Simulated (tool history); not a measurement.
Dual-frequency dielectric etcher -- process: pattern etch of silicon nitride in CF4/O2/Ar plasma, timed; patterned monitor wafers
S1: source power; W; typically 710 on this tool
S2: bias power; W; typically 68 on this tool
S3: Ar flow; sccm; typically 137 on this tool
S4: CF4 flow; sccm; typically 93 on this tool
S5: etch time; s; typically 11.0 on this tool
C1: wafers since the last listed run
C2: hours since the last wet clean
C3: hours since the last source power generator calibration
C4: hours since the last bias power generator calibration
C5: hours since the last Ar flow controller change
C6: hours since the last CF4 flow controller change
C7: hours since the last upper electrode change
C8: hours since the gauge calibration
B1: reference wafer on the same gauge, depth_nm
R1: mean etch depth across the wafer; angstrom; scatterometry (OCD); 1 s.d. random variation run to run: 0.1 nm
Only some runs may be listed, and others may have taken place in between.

| run | day | S1 | S2 | S3 | S4 | S5 | C1 | C2 | C3 | C4 | C5 | C6 | C7 | C8 | B1 | R1 |
|---|---|---|---|---|---|---|---|---|---|---|---|---|---|---|---|---|
| 1 | 0.000 | 710 | 80 | 137 | 93 | 11.0 | 0 | 227.7 | 1816.1 | 2742.2 | 4095.7 | 3470.3 | 4744.0 | 182.6 | 33.92 | 386.1 |
| 2 | 1.396 | 710 | 80 | 137 | 93 | 11.0 | 692 | 261.2 | 1849.6 | 2775.7 | 4129.2 | 3503.8 | 4777.5 | 216.1 | 33.90 | 387.4 |
| 3 | 2.350 | 710 | 80 | 137 | 93 | 11.0 | 473 | 284.1 | 1872.5 | 2798.6 | 4152.1 | 3526.7 | 4800.4 | 239.0 | 33.87 | 387.9 |
| 4 | 3.104 | 710 | 68 | 137 | 93 | 11.0 | 373 | 302.2 | 1890.6 | 2816.7 | 4170.2 | 3544.8 | 4818.5 | 257.1 | 33.90 | 365.8 |
| 5 | 3.842 | 710 | 68 | 137 | 93 | 11.0 | 365 | 319.9 | 1908.3 | 2834.4 | 4187.9 | 3562.5 | 4836.2 | 274.8 | 33.89 | 366.5 |
| 6 | 5.092 | 710 | 68 | 137 | 93 | 11.0 | 619 | 349.9 | 1938.3 | 2864.4 | 4217.9 | 3592.5 | 4866.2 | 304.8 | 33.89 | 368.1 |
|  | 5.496 | source power generator calibrated |
| 7 | 5.871 | 710 | 68 | 137 | 93 | 11.0 | 303 | 368.6 | 9.0 | 2883.1 | 4236.6 | 3611.2 | 4884.9 | 323.5 | 33.89 | 366.7 |
|  | 7.154 | CF4 flow controller replaced |
|  | 7.429 | upper electrode replaced |
| 8 | 7.450 | 710 | 68 | 137 | 93 | 11.0 | 521 | 406.5 | 46.9 | 2921.0 | 4274.5 | 7.1 | 0.5 | 361.4 | 33.89 | 367.2 |
|  | 8.146 | Ar flow controller replaced |
|  | 8.692 | wet clean of the chamber |
| 9 | 8.712 | 610 | 68 | 137 | 93 | 11.0 | 232 | 0.5 | 77.2 | 2951.3 | 13.6 | 37.4 | 30.8 | 391.7 | 33.87 | 308.7 |
| 10 | 8.725 | 630 | 68 | 137 | 102 | 11.0 | 6 | 0.8 | 77.5 | 2951.6 | 13.9 | 37.7 | 31.1 | 392.0 | 33.92 | 324.2 |
|  | 9.142 | bias power generator calibrated |
| 11 | 9.162 | 710 | 68 | 158 | 93 | 11.0 | 134 | 11.3 | 88.0 | 0.5 | 24.4 | 48.2 | 41.6 | 402.5 | 33.95 | 354.9 |
| 12 | 9.962 | 710 | 68 | 115 | 93 | 11.0 | 396 | 30.5 | 107.2 | 19.7 | 43.6 | 67.4 | 60.8 | 421.7 | 33.89 | 375.3 |
| 13 | 11.408 | 550 | 68 | 161 | 108 | 11.0 | 716 | 65.2 | 141.9 | 54.4 | 78.3 | 102.1 | 95.5 | 456.4 | 33.84 | 274.0 |
| 14 | 11.967 | 710 | 63 | 137 | 101 | 11.0 | 276 | 78.6 | 155.3 | 67.8 | 91.7 | 115.5 | 108.9 | 469.8 | 33.85 | 355.6 |
|  | 12.958 | gauge calibrated |
| 15 | 14.504 | 830 | 68 | 137 | 109 | 11.0 | 1258 | 139.5 | 216.2 | 128.7 | 152.6 | 176.4 | 169.8 | 37.1 | 33.90 | 435.3 |
| 16 | 15.904 | 710 | 68 | 158 | 93 | 12.5 | 694 | 173.1 | 249.8 | 162.3 | 186.2 | 210.0 | 203.4 | 70.7 | 33.92 | 405.2 |
| 17 | 17.358 | 710 | 68 | 137 | 93 | 11.0 | 720 | 208.0 | 284.7 | 197.2 | 221.1 | 244.9 | 238.3 | 105.6 | 33.88 | 364.5 |
| 18 | 18.017 | 710 | 73 | 128 | 104 | 7.5 | 326 | 223.8 | 300.5 | 213.0 | 236.9 | 260.7 | 254.1 | 121.4 | 33.88 | 260.9 |

Alternative continuations, all from the tool just after run 18; predict every row:
| A | 18.033 | 710 | 57 | 137 | 93 | 11.0 | 8 | 224.2 | 300.9 | 213.4 | 237.3 | 261.1 | 254.5 | 121.8 | ? | ? |
| B | 18.033 | 650 | 68 | 137 | 93 | 11.0 | 8 | 224.2 | 300.9 | 213.4 | 237.3 | 261.1 | 254.5 | 121.8 | ? | ? |
| C | 18.033 | 810 | 80 | 170 | 100 | 11.0 | 8 | 224.2 | 300.9 | 213.4 | 237.3 | 261.1 | 254.5 | 121.8 | ? | ? |

| run | B1 | R1 |
|---|---|---|
| A | 33.88 | 342.6 |
| B | 33.88 | 333.1 |
| C | 33.88 | 432.5 |
Without the tool's hidden state the same runs would have given:
| run | R1 |
|---|---|
| A | 338.8 |
| B | 329.4 |
| C | 427.7 |
